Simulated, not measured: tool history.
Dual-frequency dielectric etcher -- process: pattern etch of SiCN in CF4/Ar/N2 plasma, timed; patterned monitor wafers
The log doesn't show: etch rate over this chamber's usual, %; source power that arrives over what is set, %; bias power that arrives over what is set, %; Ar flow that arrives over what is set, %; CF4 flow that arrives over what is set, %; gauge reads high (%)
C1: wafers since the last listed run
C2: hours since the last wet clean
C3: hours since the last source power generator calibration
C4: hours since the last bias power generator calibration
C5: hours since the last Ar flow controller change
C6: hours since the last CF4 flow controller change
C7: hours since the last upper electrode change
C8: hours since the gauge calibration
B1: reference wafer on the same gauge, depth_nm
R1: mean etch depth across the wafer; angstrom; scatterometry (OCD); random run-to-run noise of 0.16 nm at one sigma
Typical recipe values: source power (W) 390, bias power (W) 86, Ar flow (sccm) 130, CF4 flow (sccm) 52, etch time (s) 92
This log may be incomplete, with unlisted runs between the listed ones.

run 1 day=0 | source_power_(W)=390 bias_power_(W)=86 Ar_flow_(sccm)=130 CF4_flow_(sccm)=52 etch_time_(s)=92 | C1=0 C2=205.7 C3=2890.8 C4=4255.4 C5=1737.8 C6=6676 C7=2702.9 C8=1252.4 | B1=61.1 | R1=596
-- day=1.433 CF4 flow controller replaced
-- day=2.621 gauge calibrated
run 2 day=3.654 | source_power_(W)=390 bias_power_(W)=73 Ar_flow_(sccm)=130 CF4_flow_(sccm)=52 etch_time_(s)=92 | C1=1066 C2=293.4 C3=2978.5 C4=4343.1 C5=1825.5 C6=53.3 C7=2790.6 C8=24.8 | B1=61.3 | R1=559
-- day=5.612 Ar flow controller replaced
-- day=8 bias power generator calibrated
run 3 day=8.021 | source_power_(W)=390 bias_power_(W)=86 Ar_flow_(sccm)=130 CF4_flow_(sccm)=52 etch_time_(s)=114 | C1=1237 C2=398.2 C3=3083.3 C4=0.5 C5=57.8 C6=158.1 C7=2895.4 C8=129.6 | B1=61.2 | R1=745
run 4 day=8.829 | source_power_(W)=320 bias_power_(W)=86 Ar_flow_(sccm)=153 CF4_flow_(sccm)=52 etch_time_(s)=92 | C1=253 C2=417.6 C3=3102.7 C4=19.9 C5=77.2 C6=177.5 C7=2914.8 C8=149 | B1=61.2 | R1=482
run 5 day=9.75 | source_power_(W)=330 bias_power_(W)=86 Ar_flow_(sccm)=130 CF4_flow_(sccm)=52 etch_time_(s)=92 | C1=288 C2=439.7 C3=3124.8 C4=42 C5=99.3 C6=199.6 C7=2936.9 C8=171.1 | B1=61.2 | R1=515
run 6 day=10.296 | source_power_(W)=390 bias_power_(W)=86 Ar_flow_(sccm)=130 CF4_flow_(sccm)=64 etch_time_(s)=92 | C1=171 C2=452.8 C3=3137.9 C4=55.1 C5=112.4 C6=212.7 C7=2950 C8=184.2 | B1=61.2 | R1=630
-- day=13.458 wet clean of the chamber
-- day=14 upper electrode replaced
run 7 day=14.021 | source_power_(W)=390 bias_power_(W)=78 Ar_flow_(sccm)=130 CF4_flow_(sccm)=52 etch_time_(s)=111 | C1=683 C2=13.5 C3=3227.3 C4=144.5 C5=201.8 C6=302.1 C7=0.5 C8=273.6 | B1=61.2 | R1=683
run 8 day=14.617 | source_power_(W)=390 bias_power_(W)=86 Ar_flow_(sccm)=130 CF4_flow_(sccm)=52 etch_time_(s)=92 | C1=186 C2=27.8 C3=3241.6 C4=158.8 C5=216.1 C6=316.4 C7=14.8 C8=287.9 | B1=61.2 | R1=593
run 9 day=15.421 | source_power_(W)=440 bias_power_(W)=86 Ar_flow_(sccm)=159 CF4_flow_(sccm)=41 etch_time_(s)=73.5 | C1=252 C2=47.1 C3=3260.9 C4=178.1 C5=235.4 C6=335.7 C7=34.1 C8=307.2 | B1=61.1 | R1=482
-- day=15.779 source power generator calibrated
run 10 day=15.983 | source_power_(W)=390 bias_power_(W)=86 Ar_flow_(sccm)=130 CF4_flow_(sccm)=43 etch_time_(s)=92 | C1=124 C2=60.6 C3=4.9 C4=191.6 C5=248.9 C6=349.2 C7=47.6 C8=320.7 | B1=61.2 | R1=545
run 11 day=17.233 | source_power_(W)=390 bias_power_(W)=86 Ar_flow_(sccm)=130 CF4_flow_(sccm)=43 etch_time_(s)=92 | C1=391 C2=90.6 C3=34.9 C4=221.6 C5=278.9 C6=379.2 C7=77.6 C8=350.7 | B1=61.2 | R1=546
run 12 day=18.492 | source_power_(W)=300 bias_power_(W)=86 Ar_flow_(sccm)=111 CF4_flow_(sccm)=48 etch_time_(s)=110 | C1=394 C2=120.8 C3=65.1 C4=251.8 C5=309.1 C6=409.4 C7=107.8 C8=380.9 | B1=61.2 | R1=541
run 13 day=19.425 | source_power_(W)=390 bias_power_(W)=102 Ar_flow_(sccm)=130 CF4_flow_(sccm)=52 etch_time_(s)=92 | C1=292 C2=143.2 C3=87.5 C4=274.2 C5=331.5 C6=431.8 C7=130.2 C8=403.3 | B1=61.2 | R1=616
run 14 day=20.638 | source_power_(W)=390 bias_power_(W)=86 Ar_flow_(sccm)=161 CF4_flow_(sccm)=43 etch_time_(s)=92 | C1=380 C2=172.3 C3=116.6 C4=303.3 C5=360.6 C6=460.9 C7=159.3 C8=432.4 | B1=61.2 | R1=529
run 15 day=21.346 | source_power_(W)=390 bias_power_(W)=71 Ar_flow_(sccm)=130 CF4_flow_(sccm)=45 etch_time_(s)=92 | C1=221 C2=189.3 C3=133.6 C4=320.3 C5=377.6 C6=477.9 C7=176.3 C8=449.4 | B1=61.1 | R1=513
run 16 day=22.112 | source_power_(W)=390 bias_power_(W)=86 Ar_flow_(sccm)=130 CF4_flow_(sccm)=52 etch_time_(s)=92 | C1=240 C2=207.7 C3=152 C4=338.7 C5=396 C6=496.3 C7=194.7 C8=467.8 | B1=61.2 | R1=573
run 17 day=22.617 | source_power_(W)=390 bias_power_(W)=86 Ar_flow_(sccm)=130 CF4_flow_(sccm)=52 etch_time_(s)=92 | C1=158 C2=219.8 C3=164.1 C4=350.8 C5=408.1 C6=508.4 C7=206.8 C8=479.9 | B1=61.2 | R1=574
run 18 day=23.6 | source_power_(W)=390 bias_power_(W)=86 Ar_flow_(sccm)=130 CF4_flow_(sccm)=52 etch_time_(s)=103.5 | C1=308 C2=243.4 C3=187.7 C4=374.4 C5=431.7 C6=532 C7=230.4 C8=503.5 | B1=61.2 | R1=650
run 19 day=24.733 | source_power_(W)=470 bias_power_(W)=86 Ar_flow_(sccm)=147 CF4_flow_(sccm)=56 etch_time_(s)=103 | C1=355 C2=270.6 C3=214.9 C4=401.6 C5=458.9 C6=559.2 C7=257.6 C8=530.7 | B1=61.2 | R1=766
run 20 day=25.662 | source_power_(W)=390 bias_power_(W)=68 Ar_flow_(sccm)=130 CF4_flow_(sccm)=52 etch_time_(s)=81.5 | C1=291 C2=292.9 C3=237.2 C4=423.9 C5=481.2 C6=581.5 C7=279.9 C8=553 | B1=61.2 | R1=465

Measured minus without-hidden-state, run by run (identical run-to-run variation in each term; gauge scatter may differ):
run=1 R1=+23
run=2 R1=+24
run=3 R1=+36
run=4 R1=+23
run=5 R1=+26
run=6 R1=+32
run=7 R1=+23
run=8 R1=+20
run=9 R1=+17
run=10 R1=+0
run=11 R1=+2
run=12 R1=+2
run=13 R1=+3
run=14 R1=+3
run=15 R1=+3
run=16 R1=+4
run=17 R1=+4
run=18 R1=+5
run=19 R1=+7
run=20 R1=+4
